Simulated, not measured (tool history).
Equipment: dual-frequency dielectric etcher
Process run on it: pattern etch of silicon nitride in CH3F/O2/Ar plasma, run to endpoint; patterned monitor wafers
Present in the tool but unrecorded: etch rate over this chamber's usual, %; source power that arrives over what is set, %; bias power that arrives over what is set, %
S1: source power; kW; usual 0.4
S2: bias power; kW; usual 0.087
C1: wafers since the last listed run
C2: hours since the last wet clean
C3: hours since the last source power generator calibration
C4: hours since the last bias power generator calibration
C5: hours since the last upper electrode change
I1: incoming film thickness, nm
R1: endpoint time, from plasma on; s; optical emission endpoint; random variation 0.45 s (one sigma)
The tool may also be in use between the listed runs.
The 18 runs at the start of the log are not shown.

run,hour,S1,S2,C1,C2,C3,C4,C5,I1,R1
19,517.6,0.4,0.087,267,107.5,276.6,176.7,247.6,51.9,73.9
20,530.3,0.4,0.095,142,120.2,289.3,189.4,260.3,52.6,73.1
21,558.5,0.47,0.07,317,148.4,317.5,217.6,288.5,53.2,77.2
22,580.3,0.47,0.098,245,170.2,339.3,239.4,310.3,52.2,67
23,616,0.3,0.103,401,205.9,375,275.1,346,52.7,76.8
24,648.4,0.4,0.087,364,238.3,407.4,307.5,378.4,53.1,75.2
25,662.7,0.4,0.067,160,252.6,421.7,321.8,392.7,52.6,82.1
26,680.8,0.31,0.069,203,270.7,439.8,339.9,410.8,52.9,89.7
27,698.2,0.45,0.087,195,288.1,457.2,357.3,428.2,52.1,72.3
28,710.4,0.46,0.1,137,300.3,469.4,369.5,440.4,52.5,68
29,738.6,0.4,0.087,317,328.5,497.6,397.7,468.6,52.8,75.2
30,770.9,0.4,0.087,363,360.8,529.9,430,500.9,53.1,75.8
# hour 805.7: wet clean of the chamber
31,806.2,0.46,0.077,127,0.5,565.2,465.3,536.2,52.6,75
32,830.5,0.32,0.074,273,24.8,589.5,489.6,560.5,52.5,84.9
33,862,0.3,0.104,354,56.3,621,521.1,592,52.8,77.3
34,876.3,0.47,0.103,160,70.6,635.3,535.4,606.3,52.6,66.3

Predict each of these 5 candidate next runs independently; none follows another, all start after run 34:
A,876.7,0.4,0.087,4,71,635.7,535.8,606.7,52.5,?
B,876.7,0.47,0.087,4,71,635.7,535.8,606.7,52.5,?
C,876.7,0.35,0.074,4,71,635.7,535.8,606.7,52.5,?
D,876.7,0.31,0.074,4,71,635.7,535.8,606.7,52.5,?
E,876.7,0.48,0.071,4,71,635.7,535.8,606.7,52.5,?

run,R1
A,75
B,71.1
C,83.1
D,86.4
E,75.9
With no hidden state in the tool, these same runs would have given:
run,R1
A,75
B,71.1
C,83.1
D,86.4
E,75.9
